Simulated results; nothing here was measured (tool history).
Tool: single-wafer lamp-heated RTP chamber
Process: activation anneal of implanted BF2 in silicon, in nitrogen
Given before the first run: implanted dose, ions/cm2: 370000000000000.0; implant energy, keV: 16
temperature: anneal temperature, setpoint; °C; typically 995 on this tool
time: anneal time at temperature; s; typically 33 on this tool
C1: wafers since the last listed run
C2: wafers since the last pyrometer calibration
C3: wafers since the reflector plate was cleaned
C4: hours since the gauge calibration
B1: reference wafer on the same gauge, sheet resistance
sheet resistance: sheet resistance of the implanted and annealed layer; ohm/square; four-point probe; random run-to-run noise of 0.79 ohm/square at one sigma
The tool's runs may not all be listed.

run 1 hour=0.0 | temperature=995 time=33 | C1=0 C2=4686 C3=323 C4=59.2 | B1=338.96 | sheet_resistance=329.02
run 2 hour=12.6 | temperature=995 time=33 | C1=179 C2=4866 C3=503 C4=71.8 | B1=339.18 | sheet_resistance=328.76
run 3 hour=30.6 | temperature=995 time=33 | C1=256 C2=5123 C3=760 C4=89.8 | B1=338.93 | sheet_resistance=328.13
run 4 hour=46.5 | temperature=995 time=33 | C1=226 C2=5350 C3=987 C4=105.7 | B1=339.19 | sheet_resistance=327.82
run 5 hour=62.9 | temperature=995 time=33 | C1=234 C2=5584 C3=1221 C4=122.1 | B1=339.13 | sheet_resistance=326.42
run 6 hour=78.6 | temperature=995 time=33 | C1=224 C2=5808 C3=1445 C4=137.8 | B1=338.80 | sheet_resistance=326.41
run 7 hour=92.2 | temperature=995 time=33 | C1=194 C2=6003 C3=1640 C4=151.4 | B1=338.91 | sheet_resistance=328.05
run 8 hour=103.8 | temperature=988 time=33 | C1=165 C2=6168 C3=1805 C4=163.0 | B1=338.93 | sheet_resistance=331.24
run 9 hour=116.9 | temperature=1017 time=33 | C1=186 C2=6355 C3=1992 C4=176.1 | B1=339.11 | sheet_resistance=320.45
-- hour=129.9 pyrometer window cleaned and pyrometer calibrated
run 10 hour=130.4 | temperature=1017 time=33 | C1=78 C2=7 C3=2071 C4=189.6 | B1=338.84 | sheet_resistance=319.01
run 11 hour=135.1 | temperature=1012 time=46 | C1=67 C2=74 C3=2138 C4=194.3 | B1=339.25 | sheet_resistance=316.19
run 12 hour=147.4 | temperature=995 time=33 | C1=175 C2=250 C3=2313 C4=206.6 | B1=338.72 | sheet_resistance=326.96
run 13 hour=180.5 | temperature=995 time=33 | C1=472 C2=722 C3=2786 C4=239.7 | B1=338.86 | sheet_resistance=326.20
run 14 hour=192.9 | temperature=995 time=33 | C1=177 C2=899 C3=2963 C4=252.1 | B1=338.89 | sheet_resistance=325.31
-- hour=196.6 gauge calibrated
run 15 hour=206.1 | temperature=995 time=33 | C1=188 C2=1088 C3=3151 C4=9.5 | B1=339.01 | sheet_resistance=325.71
run 16 hour=220.4 | temperature=1022 time=46 | C1=204 C2=1292 C3=3355 C4=23.8 | B1=339.35 | sheet_resistance=311.21
run 17 hour=229.3 | temperature=967 time=15 | C1=127 C2=1419 C3=3482 C4=32.7 | B1=339.03 | sheet_resistance=353.19
run 18 hour=247.1 | temperature=995 time=33 | C1=254 C2=1673 C3=3736 C4=50.5 | B1=339.19 | sheet_resistance=326.76
run 19 hour=259.0 | temperature=977 time=26 | C1=169 C2=1843 C3=3906 C4=62.4 | B1=338.68 | sheet_resistance=335.54
run 20 hour=265.1 | temperature=1018 time=52 | C1=87 C2=1930 C3=3993 C4=68.5 | B1=338.98 | sheet_resistance=311.96
-- hour=281.9 reflector plate cleaned
run 21 hour=297.5 | temperature=995 time=33 | C1=348 C2=2278 C3=223 C4=100.9 | B1=338.96 | sheet_resistance=329.96
run 22 hour=309.5 | temperature=969 time=47 | C1=171 C2=2450 C3=394 C4=112.9 | B1=339.03 | sheet_resistance=340.38
run 23 hour=319.0 | temperature=1016 time=42 | C1=135 C2=2585 C3=529 C4=122.4 | B1=338.83 | sheet_resistance=319.38
run 24 hour=329.7 | temperature=974 time=16 | C1=152 C2=2738 C3=682 C4=133.1 | B1=338.87 | sheet_resistance=350.65
run 25 hour=344.9 | temperature=982 time=40 | C1=216 C2=2955 C3=899 C4=148.3 | B1=339.26 | sheet_resistance=330.38
run 26 hour=360.2 | temperature=1003 time=33 | C1=218 C2=3173 C3=1118 C4=163.6 | B1=339.00 | sheet_resistance=325.82
run 27 hour=367.3 | temperature=979 time=19 | C1=101 C2=3275 C3=1219 C4=170.7 | B1=339.03 | sheet_resistance=341.82
run 28 hour=374.2 | temperature=987 time=18 | C1=98 C2=3373 C3=1317 C4=177.6 | B1=338.91 | sheet_resistance=336.58
run 29 hour=389.6 | temperature=1013 time=38 | C1=219 C2=3593 C3=1537 C4=193.0 | B1=338.84 | sheet_resistance=320.08
run 30 hour=399.2 | temperature=988 time=33 | C1=137 C2=3730 C3=1674 C4=202.6 | B1=339.16 | sheet_resistance=330.39

The tool's hidden state at each run:
true wafer temperature minus pyrometer reading, K: 0 in every run
gauge reads high (%): 0 in every run
H1: wafer temperature error from the tarnished reflector plate, K
run=1 H1=3.18
run=2 H1=4.03
run=3 H1=5.06
run=4 H1=5.81
run=5 H1=6.46
run=6 H1=6.98
run=7 H1=7.36
run=8 H1=7.65
run=9 H1=7.93
run=10 H1=8.18
run=11 H1=8.26
run=12 H1=8.45
run=13 H1=8.84
run=14 H1=8.96
run=15 H1=9.06
run=16 H1=9.16
run=17 H1=9.21
run=18 H1=9.31
run=19 H1=9.36
run=20 H1=9.39
run=21 H1=1.52
run=22 H1=2.39
run=23 H1=3.01
run=24 H1=3.63
run=25 H1=4.4
run=26 H1=5.05
run=27 H1=5.32
run=28 H1=5.56
run=29 H1=6.03
run=30 H1=6.29
